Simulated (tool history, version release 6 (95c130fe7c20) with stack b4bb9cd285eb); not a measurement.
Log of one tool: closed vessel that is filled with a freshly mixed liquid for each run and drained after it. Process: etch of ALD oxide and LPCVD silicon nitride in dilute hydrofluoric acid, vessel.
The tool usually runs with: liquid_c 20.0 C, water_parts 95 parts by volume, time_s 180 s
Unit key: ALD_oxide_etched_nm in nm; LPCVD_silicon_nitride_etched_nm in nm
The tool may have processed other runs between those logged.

run,hour,liquid_c,water_parts,time_s,"read-back film thickness of the ALD oxide reference wafer, read on the same gauge (nm)","read-back film thickness of the LPCVD silicon nitride reference wafer, read on the same gauge (nm)",ALD_oxide_etched_nm,LPCVD_silicon_nitride_etched_nm
1,0.0,20.0,70,90,29.99,79.993,34.39,0.389
2,95.7,20.0,80,180,30.00,80.013,60.49,0.763
3,173.5,22.0,95,180,30.00,80.007,54.78,0.730
4,219.9,20.0,95,180,30.00,80.020,49.86,0.604
5,312.0,20.0,95,180,30.00,80.001,50.84,0.565
6,389.9,20.0,95,180,29.99,79.985,50.75,0.673
7,470.0,20.0,95,180,30.02,80.004,50.75,0.638
# hour 487.8: hydrofluoric acid flow meter replaced
8,562.9,20.0,95,180,29.98,80.006,51.23,0.645
9,649.0,20.0,95,180,30.01,80.008,51.87,0.652
# hour 653.0: thermometer replaced
10,691.0,20.0,95,180,30.01,80.006,46.85,0.544
11,768.1,17.0,95,180,29.99,80.003,41.56,0.448
12,807.0,17.5,80,180,29.99,79.996,51.94,0.538
13,877.2,20.0,95,210,30.01,80.010,55.67,0.631
14,945.7,20.0,95,220,30.01,80.005,58.72,0.717
15,998.1,17.0,95,110,29.98,79.998,25.82,0.283
16,1034.8,22.5,55,210,30.00,80.012,113.07,1.335
# hour 1306.4: hydrofluoric acid flow meter replaced
17,1313.6,18.5,75,135,30.00,79.999,44.96,0.546
18,1355.3,17.0,65,180,30.01,79.987,65.07,0.685
19,1526.4,18.0,95,180,30.00,79.997,46.39,0.556
# hour 1527.5: gauge calibrated
20,1628.5,20.0,95,180,30.01,80.000,49.67,0.640
21,1679.2,24.5,120,230,30.00,79.978,59.51,0.876
22,1736.8,18.5,75,135,30.00,79.995,45.88,0.554
23,1786.3,22.0,45,290,29.99,79.997,196.71,2.391
24,1874.0,23.0,50,210,30.01,79.992,134.50,1.722
25,1974.4,20.0,95,210,29.98,80.002,60.23,0.723
26,2027.0,23.5,95,210,30.01,80.014,68.26,0.965
27,2082.9,20.0,95,180,30.01,79.994,50.83,0.606

Each row is a separate what-if for the run after 27, all from the same tool condition, not one after another. Results?
A,2083.6,20.0,95,180,?,?,?,?
B,2083.6,23.0,110,70,?,?,?,?
C,2083.6,18.5,115,105,?,?,?,?

run,"read-back film thickness of the ALD oxide reference wafer, read on the same gauge (nm)","read-back film thickness of the LPCVD silicon nitride reference wafer, read on the same gauge (nm)",ALD_oxide_etched_nm,LPCVD_silicon_nitride_etched_nm
A,29.98,80.003,51.11,0.639
B,29.98,80.003,18.99,0.262
C,29.98,80.003,22.65,0.280
Take away the tool's hidden state, keep each run's random variation, and the runs would have read:
run,ALD_oxide_etched_nm,LPCVD_silicon_nitride_etched_nm
A,46.81,0.553
B,17.45,0.228
C,20.75,0.242

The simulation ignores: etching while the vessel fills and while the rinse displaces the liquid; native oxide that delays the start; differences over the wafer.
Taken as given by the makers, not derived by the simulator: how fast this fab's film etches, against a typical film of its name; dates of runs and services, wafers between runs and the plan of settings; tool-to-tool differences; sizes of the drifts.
